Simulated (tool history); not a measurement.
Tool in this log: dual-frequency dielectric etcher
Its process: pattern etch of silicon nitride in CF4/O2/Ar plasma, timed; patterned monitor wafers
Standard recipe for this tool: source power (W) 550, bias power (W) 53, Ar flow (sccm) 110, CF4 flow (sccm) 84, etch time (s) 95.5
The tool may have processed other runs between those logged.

run   hour  source power (W)  bias power (W)  Ar flow (sccm)  CF4 flow (sccm)  etch time (s)  wafers since the last listed run  hours since the last wet clean  hours since the last source power generator calibration  hours since the last bias power generator calibration  hours since the last Ar flow controller change  hours since the last CF4 flow controller change  hours since the last upper electrode change  hours since the gauge calibration  read-back reference wafer on the same gauge, depth_nm  mean etch depth across the wafer (angstrom)
  1    0.0               550              53             110               84           95.5                                 0                           177.9                                                   3775.4                                                 2515.4                                          4531.0                                           1973.4                                       2957.5                              773.6                                                  183.2                                         1904
  2   28.5               550              53             110               84           95.5                               307                           206.4                                                   3803.9                                                 2543.9                                          4559.5                                           2001.9                                       2986.0                              802.1                                                  183.1                                         1918
  3   68.6               550              53             110               84           95.5                               433                           246.5                                                   3844.0                                                 2584.0                                          4599.6                                           2042.0                                       3026.1                              842.2                                                  182.8                                         1910
  4   94.0               550              53             110               84           95.5                               274                           271.9                                                   3869.4                                                 2609.4                                          4625.0                                           2067.4                                       3051.5                              867.6                                                  182.7                                         1911
  5  151.6               550              53             110               84           95.5                               622                           329.5                                                   3927.0                                                 2667.0                                          4682.6                                           2125.0                                       3109.1                              925.2                                                  183.0                                         1913
  6  214.7               550              53             100               84           95.5                               681                           392.6                                                   3990.1                                                 2730.1                                          4745.7                                           2188.1                                       3172.2                              988.3                                                  183.1                                         1925
     253.7  -- wet clean of the chamber
  7  264.9               550              53             100               84           95.5                               283                            11.2                                                   4040.3                                                 2780.3                                          4795.9                                           2238.3                                       3222.4                             1038.5                                                  183.0                                         1930
     299.2  -- upper electrode replaced
  8  299.7               550              53             110               84           69.5                               116                            46.0                                                   4075.1                                                 2815.1                                          4830.7                                           2273.1                                          0.5                             1073.3                                                  182.8                                         1392
     348.5  -- gauge calibrated
  9  349.7               550              56             123               84           95.5                               540                            96.0                                                   4125.1                                                 2865.1                                          4880.7                                           2323.1                                         50.5                                1.2                                                  183.2                                         1941
 10  398.5               640              53             130               84           86.0                               527                           144.8                                                   4173.9                                                 2913.9                                          4929.5                                           2371.9                                         99.3                               50.0                                                  182.8                                         1963
     424.8  -- Ar flow controller replaced
 11  432.0               550              53             110               84           95.5                               297                           178.3                                                   4207.4                                                 2947.4                                             7.2                                           2405.4                                        132.8                               83.5                                                  183.2                                         1911
     462.2  -- CF4 flow controller replaced
 12  476.4               640              53             110              104           95.5                               414                           222.7                                                   4251.8                                                 2991.8                                            51.6                                             14.2                                        177.2                              127.9                                                  182.9                                         2279
     480.6  -- source power generator calibrated
 13  523.5               550              53              93               84           73.5                               465                           269.8                                                     42.9                                                 3038.9                                            98.7                                             61.3                                        224.3                              175.0                                                  182.9                                         1501
 14  555.4               550              47             110               98           95.5                               344                           301.7                                                     74.8                                                 3070.8                                           130.6                                             93.2                                        256.2                              206.9                                                  183.1                                         1801
 15  619.3               450              53             137               92           75.0                               690                           365.6                                                    138.7                                                 3134.7                                           194.5                                            157.1                                        320.1                              270.8                                                  183.1                                         1197
     655.2  -- wet clean of the chamber
 16  667.9               550              53             110               68           95.5                               265                            12.7                                                    187.3                                                 3183.3                                           243.1                                            205.7                                        368.7                              319.4                                                  183.2                                         1848
 17  694.5               430              45             110               84           95.5                               287                            39.3                                                    213.9                                                 3209.9                                           269.7                                            232.3                                        395.3                              346.0                                                  183.2                                         1327
     720.5  -- bias power generator calibrated
 18  795.0               680              47             100               73           95.5                              1042                           139.8                                                    314.4                                                   74.5                                           370.2                                            332.8                                        495.8                              446.5                                                  182.9                                         2164
 19  854.0               550              53             110               84           95.5                               637                           198.8                                                    373.4                                                  133.5                                           429.2                                            391.8                                        554.8                              505.5                                                  182.9                                         1902
 20  908.2               550              53             110               84           95.5                               585                           253.0                                                    427.6                                                  187.7                                           483.4                                            446.0                                        609.0                              559.7                                                  183.1                                         1910
 21  967.7               550              42              88               84           70.5                               642                           312.5                                                    487.1                                                  247.2                                           542.9                                            505.5                                        668.5                              619.2                                                  183.2                                         1250

Forecast each of these 4 alternatives for the next run:
  A  968.1               550              53             110               84           95.5                                 4                           312.9                                                    487.5                                                  247.6                                           543.3                                            505.9                                        668.9                              619.6                                                      ?                                            ?
  B  968.1               550              53             102               84           95.5                                 4                           312.9                                                    487.5                                                  247.6                                           543.3                                            505.9                                        668.9                              619.6                                                      ?                                            ?
  C  968.1               680              60             110               84           95.5                                 4                           312.9                                                    487.5                                                  247.6                                           543.3                                            505.9                                        668.9                              619.6                                                      ?                                            ?
  D  968.1               550              53             110               72           95.5                                 4                           312.9                                                    487.5                                                  247.6                                           543.3                                            505.9                                        668.9                              619.6                                                      ?                                            ?

run  read-back reference wafer on the same gauge, depth_nm  mean etch depth across the wafer (angstrom)
  A                                                  182.8                                         1898
  B                                                  182.8                                         1918
  C                                                  182.8                                         2530
  D                                                  182.8                                         1865
Without the tool's hidden state the same runs would have given:
run  mean etch depth across the wafer (angstrom)
  A                                         1898
  B                                         1918
  C                                         2530
  D                                         1865
